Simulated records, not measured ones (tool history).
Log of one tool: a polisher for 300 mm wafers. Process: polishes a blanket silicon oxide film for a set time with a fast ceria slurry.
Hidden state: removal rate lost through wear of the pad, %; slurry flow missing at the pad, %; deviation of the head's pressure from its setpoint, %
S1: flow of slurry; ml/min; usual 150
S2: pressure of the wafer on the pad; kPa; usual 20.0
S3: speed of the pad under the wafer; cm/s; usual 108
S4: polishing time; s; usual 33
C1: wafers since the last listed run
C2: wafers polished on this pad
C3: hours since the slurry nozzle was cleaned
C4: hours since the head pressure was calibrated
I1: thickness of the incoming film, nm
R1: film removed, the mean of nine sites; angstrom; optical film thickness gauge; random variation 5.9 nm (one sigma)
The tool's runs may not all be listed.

{"run": 1, "hour": 0.0, "S1": 150, "S2": 20.0, "S3": 108, "S4": 33, "C1": 0, "C2": 948, "C3": 250.6, "C4": 867.4, "I1": 2687.9, "R1": 6017}
{"run": 2, "hour": 26.4, "S1": 150, "S2": 20.0, "S3": 108, "S4": 33, "C1": 350, "C2": 1299, "C3": 277.0, "C4": 893.8, "I1": 2692.9, "R1": 5905}
{"run": 3, "hour": 62.7, "S1": 150, "S2": 20.0, "S3": 108, "S4": 29, "C1": 482, "C2": 1782, "C3": 313.3, "C4": 930.1, "I1": 2690.2, "R1": 5217}
{"run": 4, "hour": 114.1, "S1": 150, "S2": 20.0, "S3": 108, "S4": 33, "C1": 683, "C2": 2465, "C3": 364.7, "C4": 981.5, "I1": 2715.0, "R1": 5784}
{"hour": 124.2, "done": "worn pad replaced by a new one"}
{"run": 5, "hour": 138.6, "S1": 150, "S2": 20.0, "S3": 108, "S4": 42, "C1": 272, "C2": 191, "C3": 389.2, "C4": 1006.0, "I1": 2712.3, "R1": 7778}
{"run": 6, "hour": 166.3, "S1": 150, "S2": 20.0, "S3": 108, "S4": 42, "C1": 368, "C2": 559, "C3": 416.9, "C4": 1033.7, "I1": 2666.9, "R1": 7712}
{"run": 7, "hour": 210.8, "S1": 150, "S2": 20.0, "S3": 108, "S4": 42, "C1": 591, "C2": 1151, "C3": 461.4, "C4": 1078.2, "I1": 2704.7, "R1": 7584}
{"run": 8, "hour": 243.5, "S1": 150, "S2": 20.0, "S3": 108, "S4": 33, "C1": 434, "C2": 1585, "C3": 494.1, "C4": 1110.9, "I1": 2693.6, "R1": 5847}
{"hour": 285.9, "done": "head pressure recalibrated"}
{"hour": 294.9, "done": "worn pad replaced by a new one"}
{"run": 9, "hour": 314.0, "S1": 150, "S2": 20.0, "S3": 108, "S4": 33, "C1": 857, "C2": 253, "C3": 564.6, "C4": 28.1, "I1": 2692.4, "R1": 6032}
{"run": 10, "hour": 351.1, "S1": 150, "S2": 20.0, "S3": 108, "S4": 33, "C1": 493, "C2": 746, "C3": 601.7, "C4": 65.2, "I1": 2744.7, "R1": 5932}
{"run": 11, "hour": 414.1, "S1": 150, "S2": 20.0, "S3": 108, "S4": 33, "C1": 837, "C2": 1584, "C3": 664.7, "C4": 128.2, "I1": 2658.0, "R1": 5699}
{"hour": 472.9, "done": "slurry nozzle cleaned"}
{"hour": 478.9, "done": "worn pad replaced by a new one"}
{"run": 12, "hour": 479.4, "S1": 150, "S2": 20.0, "S3": 108, "S4": 26, "C1": 801, "C2": 7, "C3": 6.5, "C4": 193.5, "I1": 2737.1, "R1": 4946}
{"hour": 637.1, "done": "worn pad replaced by a new one"}
{"run": 13, "hour": 657.3, "S1": 165, "S2": 20.0, "S3": 122, "S4": 33, "C1": 2311, "C2": 268, "C3": 184.4, "C4": 371.4, "I1": 2642.7, "R1": 6943}
{"run": 14, "hour": 688.9, "S1": 200, "S2": 20.0, "S3": 108, "S4": 22, "C1": 420, "C2": 688, "C3": 216.0, "C4": 403.0, "I1": 2694.7, "R1": 4274}
{"run": 15, "hour": 718.4, "S1": 170, "S2": 17.2, "S3": 132, "S4": 28, "C1": 392, "C2": 1081, "C3": 245.5, "C4": 432.5, "I1": 2733.3, "R1": 5620}
{"run": 16, "hour": 762.0, "S1": 150, "S2": 20.0, "S3": 108, "S4": 23, "C1": 579, "C2": 1660, "C3": 289.1, "C4": 476.1, "I1": 2734.0, "R1": 4048}
{"run": 17, "hour": 791.9, "S1": 150, "S2": 20.0, "S3": 108, "S4": 33, "C1": 397, "C2": 2058, "C3": 319.0, "C4": 506.0, "I1": 2739.4, "R1": 5925}
{"hour": 805.9, "done": "worn pad replaced by a new one"}
{"run": 18, "hour": 819.6, "S1": 195, "S2": 26.9, "S3": 144, "S4": 33, "C1": 315, "C2": 182, "C3": 346.7, "C4": 533.7, "I1": 2709.9, "R1": 10160}
{"run": 19, "hour": 877.9, "S1": 150, "S2": 20.0, "S3": 108, "S4": 33, "C1": 774, "C2": 957, "C3": 405.0, "C4": 592.0, "I1": 2717.0, "R1": 5945}

What the log doesn't show, run by run:
deviation of the head's pressure from its setpoint, %: 0 in every run
H1: removal rate lost through wear of the pad, %
H2: slurry flow missing at the pad, %
run=1 H1=4.81 H2=5.55
run=2 H1=5.46 H2=6.29
run=3 H1=5.99 H2=7.42
run=4 H1=6.36 H2=9.26
run=5 H1=1.35 H2=10.2
run=6 H1=3.15 H2=11.4
run=7 H1=4.74 H2=13.5
run=8 H1=5.34 H2=15.1
run=9 H1=2.28 H2=19.1
run=10 H1=4.35 H2=21.4
run=11 H1=5.89 H2=25.6
run=12 H1=1.02 H2=3.23
run=13 H1=2.3 H2=5.02
run=14 H1=4.11 H2=5.69
run=15 H1=5.11 H2=6.42
run=16 H1=5.91 H2=7.65
run=17 H1=6.2 H2=8.61
run=18 H1=1.55 H2=9.59
run=19 H1=4.6 H2=11.9
